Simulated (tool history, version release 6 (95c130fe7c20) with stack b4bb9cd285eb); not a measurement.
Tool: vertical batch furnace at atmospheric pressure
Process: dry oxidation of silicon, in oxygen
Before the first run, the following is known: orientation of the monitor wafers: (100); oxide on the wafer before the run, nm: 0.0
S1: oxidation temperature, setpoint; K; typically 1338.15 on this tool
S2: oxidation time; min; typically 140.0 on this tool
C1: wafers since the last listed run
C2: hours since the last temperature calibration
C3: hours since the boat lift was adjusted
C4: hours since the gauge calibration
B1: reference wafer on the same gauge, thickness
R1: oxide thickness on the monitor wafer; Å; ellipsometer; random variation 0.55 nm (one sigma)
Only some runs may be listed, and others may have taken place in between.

run,day,S1,S2,C1,C2,C3,C4,B1,R1
1,0.000,1338.15,140.0,0,4184.7,1409.6,696.5,140.12,1632.5
2,2.433,1338.15,140.0,623,4243.1,1468.0,754.9,140.02,1622.0
3,5.358,1338.15,140.0,749,4313.3,1538.2,825.1,139.98,1628.4
4,7.575,1338.15,140.0,568,4366.5,1591.4,878.3,140.04,1631.0
5,9.117,1338.15,140.0,395,4403.5,1628.4,915.3,140.02,1628.3
6,10.271,1338.15,140.0,295,4431.2,1656.1,943.0,140.03,1624.6
7,13.179,1338.15,140.0,745,4501.0,1725.9,1012.8,140.04,1636.4
8,15.246,1348.15,157.5,529,4550.6,1775.5,1062.4,139.99,1890.6
9,17.950,1348.15,157.5,693,4615.5,1840.4,1127.3,140.00,1890.5
10,20.788,1338.15,140.0,727,4683.6,1908.5,1195.4,140.00,1626.9
# day 22.612: gauge calibrated
11,22.871,1338.15,140.0,533,4733.6,1958.5,6.2,140.04,1639.7
12,25.800,1338.15,140.0,750,4803.9,2028.8,76.5,140.09,1634.9
13,28.708,1338.15,183.5,745,4873.7,2098.6,146.3,140.01,1948.2
# day 30.196: thermocouples replaced and temperature profile calibrated
14,30.425,1338.15,183.5,183,5.5,2139.8,187.5,139.87,1880.6
15,34.417,1338.15,140.0,1023,101.3,2235.6,283.3,140.03,1581.3
16,36.488,1338.15,140.0,530,151.0,2285.3,333.0,139.97,1581.1
17,37.671,1338.15,140.0,303,179.4,2313.7,361.4,139.97,1582.0
18,38.900,1338.15,140.0,315,208.9,2343.2,390.9,140.00,1572.5
19,39.904,1324.15,181.5,257,233.0,2367.3,415.0,139.93,1672.7
20,42.750,1329.15,159.0,729,301.3,2435.6,483.3,139.99,1602.4
21,45.617,1338.15,140.0,734,370.1,2504.4,552.1,140.04,1576.1
# day 47.817: boat lift adjusted
22,48.458,1317.15,183.0,472,438.3,15.4,620.3,140.04,1604.9
23,50.258,1357.15,196.5,461,481.5,58.6,663.5,139.98,2228.3
24,52.725,1345.15,162.0,632,540.7,117.8,722.7,139.97,1806.8
25,55.225,1338.15,204.0,640,600.7,177.8,782.7,140.03,2008.9
26,56.617,1316.15,121.0,356,634.1,211.2,816.1,140.00,1210.7
27,57.812,1338.15,140.0,306,662.8,239.9,844.8,140.01,1581.5
28,59.079,1324.15,84.0,324,693.2,270.3,875.2,140.06,1015.7
29,62.354,1338.15,204.0,839,771.8,348.9,953.8,139.96,1994.3
30,63.583,1321.15,181.5,315,801.3,378.4,983.3,139.98,1650.5
31,64.679,1359.15,140.0,280,827.6,404.7,1009.6,140.15,1845.5
32,66.712,1314.15,207.5,521,876.4,453.5,1058.4,139.96,1698.2
# day 66.746: gauge calibrated
33,68.417,1338.15,99.5,436,917.3,494.4,40.1,139.90,1268.7
34,70.212,1357.15,80.5,460,960.4,537.5,83.2,139.95,1282.8
35,72.467,1338.15,140.0,577,1014.5,591.6,137.3,139.97,1582.9
36,74.033,1330.15,140.0,401,1052.1,629.2,174.9,140.00,1493.9
37,75.538,1338.15,140.0,385,1088.2,665.3,211.0,140.02,1578.7
38,78.279,1329.15,175.0,702,1154.0,731.1,276.8,139.91,1706.8
39,80.804,1319.15,120.5,647,1214.6,791.7,337.4,140.03,1232.2
40,83.200,1338.15,140.0,614,1272.1,849.2,394.9,139.96,1579.4

Each row is a separate what-if for the run after 40, all from the same tool condition, not one after another. Results?
A,83.438,1338.15,140.0,60,1277.8,854.9,400.6,?,?
B,83.438,1353.15,101.5,60,1277.8,854.9,400.6,?,?
C,83.438,1320.15,106.5,60,1277.8,854.9,400.6,?,?

run,B1,R1
A,139.99,1585.0
B,139.99,1441.8
C,139.99,1155.6
Without the tool's unlogged condition, the same runs would have read:
run,R1
A,1578.2
B,1435.7
C,1150.1
